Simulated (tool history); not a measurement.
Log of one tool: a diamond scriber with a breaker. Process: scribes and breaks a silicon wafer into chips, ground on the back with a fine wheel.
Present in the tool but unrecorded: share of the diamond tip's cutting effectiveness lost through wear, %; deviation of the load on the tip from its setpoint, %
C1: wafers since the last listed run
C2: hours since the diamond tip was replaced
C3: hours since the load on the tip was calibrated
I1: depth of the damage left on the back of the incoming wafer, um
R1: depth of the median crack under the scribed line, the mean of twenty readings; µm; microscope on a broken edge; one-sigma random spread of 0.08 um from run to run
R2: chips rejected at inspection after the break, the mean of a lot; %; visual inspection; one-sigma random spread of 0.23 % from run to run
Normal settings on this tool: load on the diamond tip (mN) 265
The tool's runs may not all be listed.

{"run": 1, "hour": 0.0, "load on the diamond tip (mN)": 265, "C1": 0, "C2": 611.5, "C3": 74.2, "I1": 1.6, "R1": 7.81, "R2": 3.63}
{"run": 2, "hour": 17.2, "load on the diamond tip (mN)": 265, "C1": 24, "C2": 628.7, "C3": 91.4, "I1": 2.94, "R1": 7.81, "R2": 8.37}
{"run": 3, "hour": 39.7, "load on the diamond tip (mN)": 312, "C1": 31, "C2": 651.2, "C3": 113.9, "I1": 1.52, "R1": 8.53, "R2": 2.36}
{"run": 4, "hour": 74.8, "load on the diamond tip (mN)": 312, "C1": 49, "C2": 686.3, "C3": 149.0, "I1": 2.72, "R1": 8.53, "R2": 4.55}
{"run": 5, "hour": 106.3, "load on the diamond tip (mN)": 265, "C1": 44, "C2": 717.8, "C3": 180.5, "I1": 2.62, "R1": 7.65, "R2": 6.73}
{"run": 6, "hour": 124.2, "load on the diamond tip (mN)": 265, "C1": 25, "C2": 735.7, "C3": 198.4, "I1": 2.35, "R1": 7.86, "R2": 5.95}
{"run": 7, "hour": 155.0, "load on the diamond tip (mN)": 265, "C1": 43, "C2": 766.5, "C3": 229.2, "I1": 2.6, "R1": 7.83, "R2": 6.12}
{"run": 8, "hour": 178.3, "load on the diamond tip (mN)": 239, "C1": 32, "C2": 789.8, "C3": 252.5, "I1": 1.9, "R1": 7.1, "R2": 7.47}
{"run": 9, "hour": 198.7, "load on the diamond tip (mN)": 265, "C1": 28, "C2": 810.2, "C3": 272.9, "I1": 1.86, "R1": 7.68, "R2": 5.19}
{"run": 10, "hour": 225.2, "load on the diamond tip (mN)": 265, "C1": 37, "C2": 836.7, "C3": 299.4, "I1": 1.92, "R1": 7.66, "R2": 5.05}
{"run": 11, "hour": 237.6, "load on the diamond tip (mN)": 265, "C1": 17, "C2": 849.1, "C3": 311.8, "I1": 2.09, "R1": 7.7, "R2": 5.48}
{"run": 12, "hour": 270.6, "load on the diamond tip (mN)": 265, "C1": 46, "C2": 882.1, "C3": 344.8, "I1": 2.05, "R1": 7.55, "R2": 5.75}
{"run": 13, "hour": 291.1, "load on the diamond tip (mN)": 265, "C1": 28, "C2": 902.6, "C3": 365.3, "I1": 2.88, "R1": 7.66, "R2": 8.14}
{"run": 14, "hour": 365.5, "load on the diamond tip (mN)": 265, "C1": 104, "C2": 977.0, "C3": 439.7, "I1": 2.76, "R1": 7.63, "R2": 8.33}
{"run": 15, "hour": 390.7, "load on the diamond tip (mN)": 265, "C1": 35, "C2": 1002.2, "C3": 464.9, "I1": 1.99, "R1": 7.56, "R2": 5.78}
{"run": 16, "hour": 416.7, "load on the diamond tip (mN)": 265, "C1": 36, "C2": 1028.2, "C3": 490.9, "I1": 1.66, "R1": 7.47, "R2": 5.72}
{"run": 17, "hour": 449.0, "load on the diamond tip (mN)": 287, "C1": 45, "C2": 1060.5, "C3": 523.2, "I1": 2.01, "R1": 7.84, "R2": 4.9}
{"run": 18, "hour": 474.8, "load on the diamond tip (mN)": 287, "C1": 36, "C2": 1086.3, "C3": 549.0, "I1": 2.17, "R1": 7.7, "R2": 4.77}
{"hour": 490.7, "done": "diamond tip replaced by a new one"}
{"run": 19, "hour": 493.1, "load on the diamond tip (mN)": 295, "C1": 22, "C2": 2.4, "C3": 567.3, "I1": 2.81, "R1": 8.81, "R2": 4.79}
{"run": 20, "hour": 505.7, "load on the diamond tip (mN)": 265, "C1": 17, "C2": 15.0, "C3": 579.9, "I1": 2.46, "R1": 8.47, "R2": 3.57}
{"run": 21, "hour": 524.9, "load on the diamond tip (mN)": 201, "C1": 27, "C2": 34.2, "C3": 599.1, "I1": 1.6, "R1": 7.04, "R2": 9.0}
{"run": 22, "hour": 538.1, "load on the diamond tip (mN)": 210, "C1": 18, "C2": 47.4, "C3": 612.3, "I1": 2.59, "R1": 7.37, "R2": 10.09}
{"hour": 550.7, "done": "load on the tip recalibrated"}
{"run": 23, "hour": 564.9, "load on the diamond tip (mN)": 206, "C1": 34, "C2": 74.2, "C3": 14.2, "I1": 1.54, "R1": 7.22, "R2": 8.05}
{"run": 24, "hour": 585.7, "load on the diamond tip (mN)": 344, "C1": 29, "C2": 95.0, "C3": 35.0, "I1": 1.92, "R1": 9.73, "R2": 6.77}
{"run": 25, "hour": 600.2, "load on the diamond tip (mN)": 265, "C1": 20, "C2": 109.5, "C3": 49.5, "I1": 2.33, "R1": 8.22, "R2": 3.66}
{"run": 26, "hour": 621.0, "load on the diamond tip (mN)": 203, "C1": 29, "C2": 130.3, "C3": 70.3, "I1": 2.79, "R1": 7.01, "R2": 13.84}
{"run": 27, "hour": 638.3, "load on the diamond tip (mN)": 202, "C1": 24, "C2": 147.6, "C3": 87.6, "I1": 2.66, "R1": 7.0, "R2": 13.95}
{"run": 28, "hour": 674.1, "load on the diamond tip (mN)": 231, "C1": 50, "C2": 183.4, "C3": 123.4, "I1": 2.08, "R1": 7.6, "R2": 5.5}
{"run": 29, "hour": 687.0, "load on the diamond tip (mN)": 186, "C1": 18, "C2": 196.3, "C3": 136.3, "I1": 2.18, "R1": 6.66, "R2": 16.14}
{"run": 30, "hour": 715.9, "load on the diamond tip (mN)": 224, "C1": 40, "C2": 225.2, "C3": 165.2, "I1": 2.28, "R1": 7.3, "R2": 7.71}
{"run": 31, "hour": 731.8, "load on the diamond tip (mN)": 226, "C1": 22, "C2": 241.1, "C3": 181.1, "I1": 2.57, "R1": 7.4, "R2": 8.92}
{"run": 32, "hour": 759.5, "load on the diamond tip (mN)": 306, "C1": 38, "C2": 268.8, "C3": 208.8, "I1": 2.24, "R1": 8.76, "R2": 3.89}
{"run": 33, "hour": 788.5, "load on the diamond tip (mN)": 265, "C1": 40, "C2": 297.8, "C3": 237.8, "I1": 1.75, "R1": 8.08, "R2": 2.9}
{"run": 34, "hour": 808.0, "load on the diamond tip (mN)": 265, "C1": 27, "C2": 317.3, "C3": 257.3, "I1": 2.11, "R1": 8.16, "R2": 3.59}
{"run": 35, "hour": 837.2, "load on the diamond tip (mN)": 214, "C1": 41, "C2": 346.5, "C3": 286.5, "I1": 2.86, "R1": 7.11, "R2": 12.55}
{"run": 36, "hour": 852.3, "load on the diamond tip (mN)": 308, "C1": 21, "C2": 361.6, "C3": 301.6, "I1": 1.71, "R1": 8.91, "R2": 2.99}
{"run": 37, "hour": 874.7, "load on the diamond tip (mN)": 265, "C1": 31, "C2": 384.0, "C3": 324.0, "I1": 2.17, "R1": 7.92, "R2": 3.4}
{"run": 38, "hour": 904.1, "load on the diamond tip (mN)": 290, "C1": 41, "C2": 413.4, "C3": 353.4, "I1": 2.24, "R1": 8.51, "R2": 3.44}
{"run": 39, "hour": 916.9, "load on the diamond tip (mN)": 265, "C1": 18, "C2": 426.2, "C3": 366.2, "I1": 2.7, "R1": 7.99, "R2": 5.54}
{"run": 40, "hour": 943.3, "load on the diamond tip (mN)": 265, "C1": 37, "C2": 452.6, "C3": 392.6, "I1": 1.69, "R1": 8.15, "R2": 2.93}
{"run": 41, "hour": 961.1, "load on the diamond tip (mN)": 226, "C1": 25, "C2": 470.4, "C3": 410.4, "I1": 1.79, "R1": 7.33, "R2": 6.35}
{"run": 42, "hour": 978.6, "load on the diamond tip (mN)": 306, "C1": 24, "C2": 487.9, "C3": 427.9, "I1": 2.68, "R1": 8.74, "R2": 4.75}
{"run": 43, "hour": 1000.1, "load on the diamond tip (mN)": 189, "C1": 30, "C2": 509.4, "C3": 449.4, "I1": 1.58, "R1": 6.56, "R2": 15.14}

What if the next run were any one of these 3? Each begins from the tool's condition after run 43:
{"run": "A", "hour": 1000.7, "load on the diamond tip (mN)": 265, "C1": 0, "C2": 510.0, "C3": 450.0, "I1": 1.51, "R1": "?", "R2": "?"}
{"run": "B", "hour": 1000.7, "load on the diamond tip (mN)": 302, "C1": 0, "C2": 510.0, "C3": 450.0, "I1": 1.51, "R1": "?", "R2": "?"}
{"run": "C", "hour": 1000.7, "load on the diamond tip (mN)": 299, "C1": 0, "C2": 510.0, "C3": 450.0, "I1": 1.51, "R1": "?", "R2": "?"}

run=A R1=7.95 R2=3.10
run=B R1=8.60 R2=2.40
run=C R1=8.55 R2=2.35
Take away the tool's hidden state, keep each run's random variation, and the runs would have read:
run=A R1=8.41 R2=2.32
run=B R1=9.10 R2=3.57
run=C R1=9.04 R2=3.38
